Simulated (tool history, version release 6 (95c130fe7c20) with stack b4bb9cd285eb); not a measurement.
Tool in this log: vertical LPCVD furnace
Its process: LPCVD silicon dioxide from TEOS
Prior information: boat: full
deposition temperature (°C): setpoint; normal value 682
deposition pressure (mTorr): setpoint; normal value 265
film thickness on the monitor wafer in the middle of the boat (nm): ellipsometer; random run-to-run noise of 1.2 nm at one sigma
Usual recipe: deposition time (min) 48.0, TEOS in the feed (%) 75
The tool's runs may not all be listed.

run,hour,deposition temperature (°C),deposition pressure (mTorr),deposition time (min),TEOS in the feed (%),"read-back reference wafer on the same gauge, thickness",film thickness on the monitor wafer in the middle of the boat (nm)
1,0.0,682,265,48.0,75,200.18,229.86
2,47.5,682,265,48.0,75,199.95,229.33
3,73.4,682,265,48.0,75,200.04,230.59
4,98.1,682,265,48.0,75,200.07,229.15
5,123.9,682,265,48.0,75,200.32,230.94
6,213.3,682,265,48.0,75,199.99,230.97
7,274.9,682,265,37.5,75,199.77,180.82
8,303.2,682,265,48.0,75,199.90,229.34
9,362.5,682,265,48.0,75,199.78,232.35
10,429.1,682,265,48.0,75,200.10,233.25
11,457.0,682,265,62.0,75,200.09,297.33
12,522.3,682,265,62.0,75,200.31,302.95
13,569.1,688,215,48.0,75,200.06,242.70
14,604.6,688,215,48.0,75,199.79,241.59
15,632.3,688,215,48.0,75,199.57,244.03
16,699.4,682,265,48.0,75,200.06,234.61
# hour 731.9: pressure gauge zeroed
# hour 737.7: TEOS flow controller replaced
# hour 757.2: thermocouples replaced and temperature profile calibrated
17,757.7,688,215,48.0,75,199.85,256.95
18,787.4,682,265,48.0,75,199.95,247.42
19,823.0,682,265,43.0,82,199.73,232.11
20,889.7,682,265,48.0,75,200.25,248.43
21,914.7,682,265,48.0,75,200.06,245.41
# hour 945.8: thermocouples replaced and temperature profile calibrated, repeated, since the last time left the tool worse
22,950.7,682,265,39.5,75,199.93,181.90
23,984.4,682,265,48.0,75,199.91,219.22
24,1047.3,689,305,53.0,75,199.99,306.81
# hour 1075.8: gauge calibrated
25,1100.2,682,280,55.5,63,199.85,239.83
26,1163.1,690,265,38.5,75,199.67,215.39
27,1230.5,682,265,37.0,83,199.69,179.07
28,1255.8,682,295,48.0,75,199.75,230.99
29,1289.3,678,300,32.5,70,200.02,138.88
30,1318.5,676,215,48.0,66,199.97,160.28
31,1362.8,682,265,32.5,75,200.31,148.01

What if the next run were any one of these 3? Each begins from the tool's condition after run 31:
A,1366.7,682,265,48.0,75,?,?
B,1366.7,682,265,54.5,75,?,?
C,1366.7,693,295,29.0,87,?,?

run,"read-back reference wafer on the same gauge, thickness",film thickness on the monitor wafer in the middle of the boat (nm)
A,200.05,217.07
B,200.05,246.46
C,200.05,193.74
Stripped of hidden state, with their random variation kept, the same runs would have yielded:
run,film thickness on the monitor wafer in the middle of the boat (nm)
A,214.70
B,243.77
C,191.67

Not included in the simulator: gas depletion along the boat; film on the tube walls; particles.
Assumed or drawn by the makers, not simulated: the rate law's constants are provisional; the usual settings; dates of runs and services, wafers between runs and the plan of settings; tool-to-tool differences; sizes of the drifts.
